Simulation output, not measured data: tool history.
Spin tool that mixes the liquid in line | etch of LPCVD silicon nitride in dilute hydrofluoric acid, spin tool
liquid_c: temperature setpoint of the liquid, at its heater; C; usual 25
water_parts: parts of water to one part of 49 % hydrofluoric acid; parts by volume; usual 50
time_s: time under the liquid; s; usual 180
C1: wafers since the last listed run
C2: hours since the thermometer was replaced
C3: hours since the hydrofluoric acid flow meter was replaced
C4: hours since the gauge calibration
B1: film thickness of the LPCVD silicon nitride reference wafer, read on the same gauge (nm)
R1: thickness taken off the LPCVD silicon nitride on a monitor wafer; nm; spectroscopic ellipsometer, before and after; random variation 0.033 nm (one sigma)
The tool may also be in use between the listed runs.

{"run": 1, "hour": 0.0, "liquid_c": 25, "water_parts": 50, "time_s": 180, "C1": 0, "C2": 78, "C3": 795.3, "C4": 481.7, "B1": 139.993, "R1": 1.835}
{"run": 2, "hour": 55.3, "liquid_c": 24, "water_parts": 50, "time_s": 180, "C1": 266, "C2": 133.3, "C3": 850.6, "C4": 537, "B1": 139.997, "R1": 1.69}
{"run": 3, "hour": 106.8, "liquid_c": 24, "water_parts": 50, "time_s": 180, "C1": 247, "C2": 184.8, "C3": 902.1, "C4": 588.5, "B1": 140.066, "R1": 1.714}
{"run": 4, "hour": 135.4, "liquid_c": 25, "water_parts": 50, "time_s": 180, "C1": 137, "C2": 213.4, "C3": 930.7, "C4": 617.1, "B1": 140.026, "R1": 1.868}
{"run": 5, "hour": 183.8, "liquid_c": 25, "water_parts": 50, "time_s": 180, "C1": 232, "C2": 261.8, "C3": 979.1, "C4": 665.5, "B1": 140.028, "R1": 1.898}
{"run": 6, "hour": 247.9, "liquid_c": 25, "water_parts": 50, "time_s": 180, "C1": 308, "C2": 325.9, "C3": 1043.2, "C4": 729.6, "B1": 139.989, "R1": 1.918}
{"run": 7, "hour": 322.0, "liquid_c": 25, "water_parts": 50, "time_s": 180, "C1": 356, "C2": 400, "C3": 1117.3, "C4": 803.7, "B1": 140.01, "R1": 1.881}
{"run": 8, "hour": 357.7, "liquid_c": 26.5, "water_parts": 50, "time_s": 180, "C1": 171, "C2": 435.7, "C3": 1153, "C4": 839.4, "B1": 140.031, "R1": 2.059}
{"run": 9, "hour": 423.9, "liquid_c": 25, "water_parts": 50, "time_s": 180, "C1": 318, "C2": 501.9, "C3": 1219.2, "C4": 905.6, "B1": 139.999, "R1": 1.925}
{"run": 10, "hour": 456.6, "liquid_c": 25, "water_parts": 50, "time_s": 180, "C1": 157, "C2": 534.6, "C3": 1251.9, "C4": 938.3, "B1": 139.946, "R1": 1.995}
{"run": 11, "hour": 500.3, "liquid_c": 25, "water_parts": 50, "time_s": 180, "C1": 210, "C2": 578.3, "C3": 1295.6, "C4": 982, "B1": 139.986, "R1": 1.963}
{"run": 12, "hour": 552.2, "liquid_c": 28, "water_parts": 50, "time_s": 180, "C1": 249, "C2": 630.2, "C3": 1347.5, "C4": 1033.9, "B1": 139.983, "R1": 2.282}
{"run": 13, "hour": 688.5, "liquid_c": 27, "water_parts": 50, "time_s": 180, "C1": 655, "C2": 766.5, "C3": 1483.8, "C4": 1170.2, "B1": 139.974, "R1": 2.312}
{"run": 14, "hour": 721.8, "liquid_c": 27, "water_parts": 50, "time_s": 180, "C1": 160, "C2": 799.8, "C3": 1517.1, "C4": 1203.5, "B1": 140.005, "R1": 2.176}
{"run": 15, "hour": 792.1, "liquid_c": 26.5, "water_parts": 50, "time_s": 180, "C1": 338, "C2": 870.1, "C3": 1587.4, "C4": 1273.8, "B1": 139.994, "R1": 2.135}
{"hour": 811.9, "done": "gauge calibrated"}
{"hour": 913.3, "done": "thermometer replaced"}
{"run": 16, "hour": 976.2, "liquid_c": 28, "water_parts": 50, "time_s": 215, "C1": 881, "C2": 62.9, "C3": 1771.5, "C4": 164.3, "B1": 140.033, "R1": 2.568}
{"run": 17, "hour": 1025.7, "liquid_c": 26.5, "water_parts": 35, "time_s": 210, "C1": 238, "C2": 112.4, "C3": 1821, "C4": 213.8, "B1": 140.03, "R1": 3.226}
{"run": 18, "hour": 1054.5, "liquid_c": 28, "water_parts": 50, "time_s": 135, "C1": 138, "C2": 141.2, "C3": 1849.8, "C4": 242.6, "B1": 140.051, "R1": 1.618}
{"run": 19, "hour": 1120.1, "liquid_c": 25, "water_parts": 50, "time_s": 180, "C1": 315, "C2": 206.8, "C3": 1915.4, "C4": 308.2, "B1": 139.983, "R1": 1.749}
{"run": 20, "hour": 1163.8, "liquid_c": 21, "water_parts": 40, "time_s": 180, "C1": 210, "C2": 250.5, "C3": 1959.1, "C4": 351.9, "B1": 140.02, "R1": 1.639}
{"run": 21, "hour": 1218.2, "liquid_c": 28.5, "water_parts": 55, "time_s": 180, "C1": 261, "C2": 304.9, "C3": 2013.5, "C4": 406.3, "B1": 139.973, "R1": 2.034}
{"hour": 1290.5, "done": "hydrofluoric acid flow meter replaced"}
{"run": 22, "hour": 1345.7, "liquid_c": 27, "water_parts": 50, "time_s": 180, "C1": 608, "C2": 432.4, "C3": 55.2, "C4": 533.8, "B1": 140.001, "R1": 2.246}
{"run": 23, "hour": 1403.4, "liquid_c": 25, "water_parts": 75, "time_s": 120, "C1": 277, "C2": 490.1, "C3": 112.9, "C4": 591.5, "B1": 140.045, "R1": 0.883}
{"run": 24, "hour": 1454.3, "liquid_c": 25, "water_parts": 70, "time_s": 140, "C1": 244, "C2": 541, "C3": 163.8, "C4": 642.4, "B1": 140.03, "R1": 1.153}
{"run": 25, "hour": 1487.9, "liquid_c": 25, "water_parts": 50, "time_s": 180, "C1": 161, "C2": 574.6, "C3": 197.4, "C4": 676, "B1": 139.965, "R1": 2.022}
{"run": 26, "hour": 1541.0, "liquid_c": 25, "water_parts": 30, "time_s": 280, "C1": 255, "C2": 627.7, "C3": 250.5, "C4": 729.1, "B1": 140.056, "R1": 5.018}
{"run": 27, "hour": 1601.7, "liquid_c": 27, "water_parts": 30, "time_s": 235, "C1": 292, "C2": 688.4, "C3": 311.2, "C4": 789.8, "B1": 140.025, "R1": 4.895}
{"run": 28, "hour": 1659.1, "liquid_c": 25, "water_parts": 25, "time_s": 180, "C1": 276, "C2": 745.8, "C3": 368.6, "C4": 847.2, "B1": 140.008, "R1": 3.994}

Forecast each of these 4 alternatives for the next run:
{"run": "A", "hour": 1659.6, "liquid_c": 25, "water_parts": 40, "time_s": 180, "C1": 2, "C2": 746.3, "C3": 369.1, "C4": 847.7, "B1": "?", "R1": "?"}
{"run": "B", "hour": 1659.6, "liquid_c": 25, "water_parts": 60, "time_s": 180, "C1": 2, "C2": 746.3, "C3": 369.1, "C4": 847.7, "B1": "?", "R1": "?"}
{"run": "C", "hour": 1659.6, "liquid_c": 25, "water_parts": 60, "time_s": 280, "C1": 2, "C2": 746.3, "C3": 369.1, "C4": 847.7, "B1": "?", "R1": "?"}
{"run": "D", "hour": 1659.6, "liquid_c": 21.5, "water_parts": 30, "time_s": 180, "C1": 2, "C2": 746.3, "C3": 369.1, "C4": 847.7, "B1": "?", "R1": "?"}

run=A B1=139.977 R1=2.556
run=B B1=139.977 R1=1.716
run=C B1=139.977 R1=2.67
run=D B1=139.977 R1=2.668
Without the tool's hidden state the same runs would have given:
run=A R1=2.382
run=B R1=1.601
run=C R1=2.491
run=D R1=2.479
